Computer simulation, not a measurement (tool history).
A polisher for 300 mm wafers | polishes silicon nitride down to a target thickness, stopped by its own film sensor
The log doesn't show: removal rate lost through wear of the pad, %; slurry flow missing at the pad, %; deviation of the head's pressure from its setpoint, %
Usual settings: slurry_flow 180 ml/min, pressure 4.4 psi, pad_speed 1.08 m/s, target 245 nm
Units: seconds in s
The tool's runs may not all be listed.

run	hour	slurry_flow	pressure	pad_speed	target	wafers since the last listed run	wafers polished on this pad	hours since the slurry nozzle was cleaned	hours since the head pressure was calibrated	incoming thickness of the incoming film, nm	seconds
1	0	180	4.4	1.08	245	0	198	74.3	183.9	493.6	115.3
2	48.3	180	4.4	1.08	245	381	579	122.6	232.2	506.4	121.6
3	74.5	180	4.4	1.08	245	206	786	148.8	258.4	505.8	125.4
4	131.1	180	4.4	0.92	245	446	1233	205.4	315	504.9	134.6
5	161.3	180	4.4	0.92	245	238	1472	235.6	345.2	495.3	132.9
# hour 243.6: worn pad replaced by a new one
6	374.5	200	3.8	1.08	245	1651	1033	448.8	558.4	489.1	130.2
7	406	200	3.8	1.08	245	248	1282	480.3	589.9	489.1	137.9
# hour 465.4: slurry nozzle cleaned
8	527.7	200	3.8	1.08	245	953	2235	62.3	711.6	493.4	141.4
9	574.2	180	4.4	1.08	289	367	2602	108.8	758.1	505.9	103.7
# hour 582.7: worn pad replaced by a new one
10	627.3	180	4.4	1.08	175	387	351	161.9	811.2	498.1	140.6
11	678.3	150	4.4	1.08	245	402	754	212.9	862.2	498.3	117.5
12	721.2	150	4.4	1.08	245	338	1093	255.8	905.1	511.6	129.7
13	810.2	180	4.4	1.08	245	702	1796	344.8	994.1	505.4	127
# hour 860.5: worn pad replaced by a new one
14	861	125	4.4	0.82	245	369	4	395.6	1044.9	502.1	130.2
# hour 876.7: head pressure recalibrated
15	883.4	180	4.4	1.08	245	161	165	418	6.7	497.9	110.3
16	928.7	125	4.4	1.2	245	357	522	463.3	52	508.3	118.5
# hour 941.2: slurry nozzle cleaned
17	968.9	180	4.4	1.08	245	309	832	27.7	92.2	504.7	120.3
18	1098.6	180	3	0.78	245	1024	1856	157.4	221.9	506.5	210.4
# hour 1154.2: worn pad replaced by a new one
19	1154.7	180	3.7	1.08	245	411	3	213.5	278	499.5	125.3
20	1219.4	210	3.6	1.28	182	510	514	278.2	342.7	503.8	163.3
21	1279.4	150	4.4	1.08	245	473	988	338.2	402.7	491.9	118.4
22	1316.9	180	4.4	1.08	245	296	1284	375.7	440.2	502.2	124.5
23	1380.9	180	4.4	1.38	161	505	1789	439.7	504.2	496.5	142.2
24	1439.2	180	4.4	1.08	245	460	2250	498	562.5	496.5	123.6
# hour 1473: worn pad replaced by a new one
25	1479.6	240	5.1	1.08	245	287	52	538.4	602.9	500.5	90.2
26	1505.9	180	4.4	1.08	292	207	259	564.7	629.2	496.7	89.9

The same runs without the tool's hidden state, with the same run-to-run variation:
run	seconds
1	110.1
2	111.7
3	113.5
4	119.2
5	116.8
6	116.9
7	122.6
8	123.3
9	90.2
10	134.3
11	108.6
12	117.8
13	113
14	129.1
15	106.7
16	110.4
17	109.6
18	185.4
19	124.5
20	152.8
21	107.4
22	111.5
23	125.8
24	108.6
25	89.1
26	86.4
